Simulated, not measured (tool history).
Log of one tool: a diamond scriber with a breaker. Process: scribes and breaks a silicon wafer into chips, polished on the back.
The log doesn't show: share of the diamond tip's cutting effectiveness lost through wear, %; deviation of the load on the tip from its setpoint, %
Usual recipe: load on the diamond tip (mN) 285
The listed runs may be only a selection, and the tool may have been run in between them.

run	day	load on the diamond tip (mN)	wafers since the last listed run	hours since the diamond tip was replaced	hours since the load on the tip was calibrated	incoming depth of the damage left on the back of the incoming wafer, um	depth of the median crack under the scribed line (µm)	chips rejected at inspection after the break (%)
1	0.000	285	0	1050.9	1407.5	0.03	9.74	6.10
2	2.054	285	80	1100.2	1456.8	0.02	10.04	6.38
3	5.817	285	146	1190.5	1547.1	0.02	9.91	6.55
# day 6.075: diamond tip replaced by a new one
4	14.300	285	328	197.4	1750.7	0.02	10.58	1.90
5	17.154	285	111	265.9	1819.2	0.04	10.72	2.47
6	19.575	285	94	324.0	1877.3	0.05	10.13	3.08
# day 20.908: load on the tip recalibrated
7	23.850	285	163	426.6	70.6	0.04	10.41	4.33
8	25.896	285	79	475.7	119.7	0.02	10.00	4.71
9	28.954	285	119	549.1	193.1	0.03	9.64	5.22
10	31.017	285	80	598.6	242.6	0.02	9.63	5.24
11	33.308	285	89	653.6	297.6	0.01	10.01	5.43
12	35.533	285	86	707.0	351.0	0.02	9.99	5.91
13	37.654	341	82	757.9	401.9	0.02	11.64	0.60
14	40.179	341	98	818.5	462.5	0.04	11.56	0.64
# day 49.817: diamond tip replaced by a new one
15	52.062	285	460	53.9	747.7	0.02	11.45	0.96
16	54.796	285	106	119.5	813.3	0.03	10.87	1.52
17	57.558	285	107	185.8	879.6	0.04	10.88	1.91
18	59.467	333	74	231.6	925.4	0.02	11.99	0.49
19	63.346	285	151	324.7	1018.5	0.03	10.41	3.72
20	65.842	351	97	384.6	1078.4	0.02	12.53	0.54
21	68.029	256	85	437.1	1130.9	0.01	9.03	11.44
22	71.721	285	144	525.7	1219.5	0.02	9.99	5.00
23	74.667	250	115	596.4	1290.2	0.02	8.44	15.67
24	78.667	285	156	692.4	1386.2	0.02	9.79	6.65
25	82.196	355	137	777.1	1470.9	0.04	11.78	0.47
26	85.871	238	143	865.3	1559.1	0.02	8.14	22.43
27	90.362	285	175	973.1	1666.9	0.03	9.42	8.42
# day 94.200: diamond tip replaced by a new one
# day 94.708: load on the tip recalibrated
28	94.779	207	165	13.9	1.7	0.04	8.71	17.97
29	98.683	320	152	107.6	95.4	0.04	12.93	0.82
30	101.408	285	106	173.0	160.8	0.01	10.99	1.42
31	104.775	313	131	253.8	241.6	0.03	11.73	0.51
32	108.888	285	160	352.5	340.3	0.02	10.53	3.09
33	111.896	285	117	424.7	412.5	0.04	10.15	3.63
34	115.388	285	136	508.5	496.3	0.04	10.33	3.71
35	117.292	263	74	554.2	542.0	0.02	9.25	8.21
36	121.025	247	145	643.8	631.6	0.04	8.71	14.66
37	123.146	240	82	694.7	682.5	0.04	8.54	18.31

Hidden state or all else? Some run-to-run changes of depth of the median crack under the scribed line (µm), split into what the settings, what came in and random variation would give without the hidden state, and what is left for the hidden state (with any gauge scatter that isn't in both results):
Run 3 -> 4: diamond tip replaced by a new one. depth of the median crack under the scribed line (µm) +0.67: hidden state +1.16, all else -0.49.
Run 14 -> 15: load on the diamond tip (mN) 341 -> 285, diamond tip replaced by a new one. depth of the median crack under the scribed line (µm) -0.11: hidden state +1.94, all else -2.05.
Run 20 -> 21: load on the diamond tip (mN) 351 -> 256. depth of the median crack under the scribed line (µm) -3.50: hidden state +0.50, all else -4.00.
Run 25 -> 26: load on the diamond tip (mN) 355 -> 238. depth of the median crack under the scribed line (µm) -3.64: hidden state +0.81, all else -4.45.
Run 27 -> 28: load on the diamond tip (mN) 285 -> 207, diamond tip replaced by a new one, load on the tip recalibrated. depth of the median crack under the scribed line (µm) -0.71: hidden state +2.26, all else -2.97.
Run 28 -> 29: load on the diamond tip (mN) 207 -> 320. depth of the median crack under the scribed line (µm) +4.22: hidden state -0.62, all else +4.84.
